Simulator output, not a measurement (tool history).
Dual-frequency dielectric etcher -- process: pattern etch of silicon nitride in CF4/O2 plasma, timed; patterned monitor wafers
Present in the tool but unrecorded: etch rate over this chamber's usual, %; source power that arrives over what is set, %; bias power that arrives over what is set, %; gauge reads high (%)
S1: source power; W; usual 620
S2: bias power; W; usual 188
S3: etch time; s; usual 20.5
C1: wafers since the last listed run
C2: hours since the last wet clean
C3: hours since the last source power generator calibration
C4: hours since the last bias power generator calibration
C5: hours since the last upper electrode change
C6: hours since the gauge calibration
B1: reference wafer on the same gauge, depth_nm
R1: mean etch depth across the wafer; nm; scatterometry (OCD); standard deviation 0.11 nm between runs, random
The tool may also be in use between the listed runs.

{"run": 1, "hour": 0.0, "S1": 620, "S2": 219, "S3": 20.5, "C1": 0, "C2": 145.2, "C3": 2925.2, "C4": 4642.0, "C5": 2879.4, "C6": 425.9, "B1": 42.1, "R1": 51.1}
{"run": 2, "hour": 26.6, "S1": 620, "S2": 219, "S3": 20.5, "C1": 423, "C2": 171.8, "C3": 2951.8, "C4": 4668.6, "C5": 2906.0, "C6": 452.5, "B1": 42.1, "R1": 51.3}
{"run": 3, "hour": 53.0, "S1": 620, "S2": 188, "S3": 20.5, "C1": 420, "C2": 198.2, "C3": 2978.2, "C4": 4695.0, "C5": 2932.4, "C6": 478.9, "B1": 42.1, "R1": 48.8}
{"run": 4, "hour": 72.2, "S1": 620, "S2": 188, "S3": 20.5, "C1": 305, "C2": 217.4, "C3": 2997.4, "C4": 4714.2, "C5": 2951.6, "C6": 498.1, "B1": 42.1, "R1": 49.1}
{"run": 5, "hour": 141.7, "S1": 620, "S2": 188, "S3": 20.5, "C1": 1106, "C2": 286.9, "C3": 3066.9, "C4": 4783.7, "C5": 3021.1, "C6": 567.6, "B1": 42.1, "R1": 48.8}
{"run": 6, "hour": 170.4, "S1": 620, "S2": 188, "S3": 20.5, "C1": 456, "C2": 315.6, "C3": 3095.6, "C4": 4812.4, "C5": 3049.8, "C6": 596.3, "B1": 42.1, "R1": 48.9}
{"run": 7, "hour": 191.9, "S1": 620, "S2": 188, "S3": 20.5, "C1": 342, "C2": 337.1, "C3": 3117.1, "C4": 4833.9, "C5": 3071.3, "C6": 617.8, "B1": 42.1, "R1": 49.2}
{"run": 8, "hour": 209.9, "S1": 720, "S2": 216, "S3": 20.5, "C1": 286, "C2": 355.1, "C3": 3135.1, "C4": 4851.9, "C5": 3089.3, "C6": 635.8, "B1": 42.1, "R1": 59.7}
{"run": 9, "hour": 230.0, "S1": 720, "S2": 216, "S3": 20.5, "C1": 319, "C2": 375.2, "C3": 3155.2, "C4": 4872.0, "C5": 3109.4, "C6": 655.9, "B1": 42.1, "R1": 59.9}
{"run": 10, "hour": 250.5, "S1": 720, "S2": 216, "S3": 20.5, "C1": 326, "C2": 395.7, "C3": 3175.7, "C4": 4892.5, "C5": 3129.9, "C6": 676.4, "B1": 42.2, "R1": 60.1}
{"hour": 293.5, "done": "wet clean of the chamber"}
{"run": 11, "hour": 294.0, "S1": 620, "S2": 213, "S3": 20.5, "C1": 310, "C2": 0.5, "C3": 3219.2, "C4": 4936.0, "C5": 3173.4, "C6": 719.9, "B1": 42.1, "R1": 50.6}
{"run": 12, "hour": 294.3, "S1": 560, "S2": 188, "S3": 18.0, "C1": 4, "C2": 0.8, "C3": 3219.5, "C4": 4936.3, "C5": 3173.7, "C6": 720.2, "B1": 42.1, "R1": 38.3}
{"hour": 336.4, "done": "upper electrode replaced"}
{"run": 13, "hour": 336.9, "S1": 560, "S2": 188, "S3": 18.0, "C1": 296, "C2": 43.4, "C3": 3262.1, "C4": 4978.9, "C5": 0.5, "C6": 762.8, "B1": 42.1, "R1": 38.4}
{"hour": 348.9, "done": "source power generator calibrated"}
{"run": 14, "hour": 357.0, "S1": 620, "S2": 188, "S3": 20.5, "C1": 256, "C2": 63.5, "C3": 8.1, "C4": 4999.0, "C5": 20.6, "C6": 782.9, "B1": 42.1, "R1": 51.7}
{"hour": 372.2, "done": "gauge calibrated"}
{"hour": 386.7, "done": "bias power generator calibrated"}
{"run": 15, "hour": 390.8, "S1": 690, "S2": 188, "S3": 16.5, "C1": 474, "C2": 97.3, "C3": 41.9, "C4": 4.1, "C5": 54.4, "C6": 18.6, "B1": 42.1, "R1": 46.6}
{"run": 16, "hour": 426.1, "S1": 620, "S2": 188, "S3": 22.5, "C1": 561, "C2": 132.6, "C3": 77.2, "C4": 39.4, "C5": 89.7, "C6": 53.9, "B1": 42.1, "R1": 56.7}
{"run": 17, "hour": 440.6, "S1": 620, "S2": 188, "S3": 20.5, "C1": 230, "C2": 147.1, "C3": 91.7, "C4": 53.9, "C5": 104.2, "C6": 68.4, "B1": 42.1, "R1": 51.6}
{"run": 18, "hour": 461.4, "S1": 620, "S2": 188, "S3": 20.5, "C1": 331, "C2": 167.9, "C3": 112.5, "C4": 74.7, "C5": 125.0, "C6": 89.2, "B1": 42.1, "R1": 51.6}
{"run": 19, "hour": 497.0, "S1": 550, "S2": 150, "S3": 24.0, "C1": 566, "C2": 203.5, "C3": 148.1, "C4": 110.3, "C5": 160.6, "C6": 124.8, "B1": 42.1, "R1": 49.8}
{"run": 20, "hour": 531.9, "S1": 690, "S2": 151, "S3": 20.5, "C1": 555, "C2": 238.4, "C3": 183.0, "C4": 145.2, "C5": 195.5, "C6": 159.7, "B1": 42.1, "R1": 54.1}
{"run": 21, "hour": 556.9, "S1": 620, "S2": 227, "S3": 19.0, "C1": 397, "C2": 263.4, "C3": 208.0, "C4": 170.2, "C5": 220.5, "C6": 184.7, "B1": 42.1, "R1": 50.9}
{"run": 22, "hour": 576.3, "S1": 620, "S2": 188, "S3": 20.5, "C1": 308, "C2": 282.8, "C3": 227.4, "C4": 189.6, "C5": 239.9, "C6": 204.1, "B1": 42.1, "R1": 51.6}
{"run": 23, "hour": 612.4, "S1": 620, "S2": 145, "S3": 20.5, "C1": 574, "C2": 318.9, "C3": 263.5, "C4": 225.7, "C5": 276.0, "C6": 240.2, "B1": 42.1, "R1": 47.6}
{"run": 24, "hour": 633.4, "S1": 720, "S2": 162, "S3": 20.5, "C1": 334, "C2": 339.9, "C3": 284.5, "C4": 246.7, "C5": 297.0, "C6": 261.2, "B1": 42.1, "R1": 57.4}
{"run": 25, "hour": 666.7, "S1": 620, "S2": 188, "S3": 26.5, "C1": 530, "C2": 373.2, "C3": 317.8, "C4": 280.0, "C5": 330.3, "C6": 294.5, "B1": 42.1, "R1": 66.5}
{"run": 26, "hour": 681.7, "S1": 560, "S2": 188, "S3": 18.0, "C1": 238, "C2": 388.2, "C3": 332.8, "C4": 295.0, "C5": 345.3, "C6": 309.5, "B1": 42.1, "R1": 40.7}
{"run": 27, "hour": 702.6, "S1": 490, "S2": 230, "S3": 20.5, "C1": 332, "C2": 409.1, "C3": 353.7, "C4": 315.9, "C5": 366.2, "C6": 330.4, "B1": 42.1, "R1": 42.7}

Branching from run 27: 5 alternative next runs. What would each branch give?
{"run": "A", "hour": 703.0, "S1": 620, "S2": 188, "S3": 20.5, "C1": 6, "C2": 409.5, "C3": 354.1, "C4": 316.3, "C5": 366.6, "C6": 330.8, "B1": "?", "R1": "?"}
{"run": "B", "hour": 703.0, "S1": 620, "S2": 210, "S3": 20.5, "C1": 6, "C2": 409.5, "C3": 354.1, "C4": 316.3, "C5": 366.6, "C6": 330.8, "B1": "?", "R1": "?"}
{"run": "C", "hour": 703.0, "S1": 620, "S2": 225, "S3": 20.5, "C1": 6, "C2": 409.5, "C3": 354.1, "C4": 316.3, "C5": 366.6, "C6": 330.8, "B1": "?", "R1": "?"}
{"run": "D", "hour": 703.0, "S1": 620, "S2": 155, "S3": 25.5, "C1": 6, "C2": 409.5, "C3": 354.1, "C4": 316.3, "C5": 366.6, "C6": 330.8, "B1": "?", "R1": "?"}
{"run": "E", "hour": 703.0, "S1": 730, "S2": 188, "S3": 14.5, "C1": 6, "C2": 409.5, "C3": 354.1, "C4": 316.3, "C5": 366.6, "C6": 330.8, "B1": "?", "R1": "?"}

run=A B1=42.1 R1=51.5
run=B B1=42.1 R1=53.4
run=C B1=42.1 R1=54.6
run=D B1=42.1 R1=60.5
run=E B1=42.1 R1=43.1
The same runs, with their run-to-run variation unchanged, on a tool lacking any hidden condition would have given:
run=A R1=51.2
run=B R1=53.0
run=C R1=54.2
run=D R1=60.0
run=E R1=42.8

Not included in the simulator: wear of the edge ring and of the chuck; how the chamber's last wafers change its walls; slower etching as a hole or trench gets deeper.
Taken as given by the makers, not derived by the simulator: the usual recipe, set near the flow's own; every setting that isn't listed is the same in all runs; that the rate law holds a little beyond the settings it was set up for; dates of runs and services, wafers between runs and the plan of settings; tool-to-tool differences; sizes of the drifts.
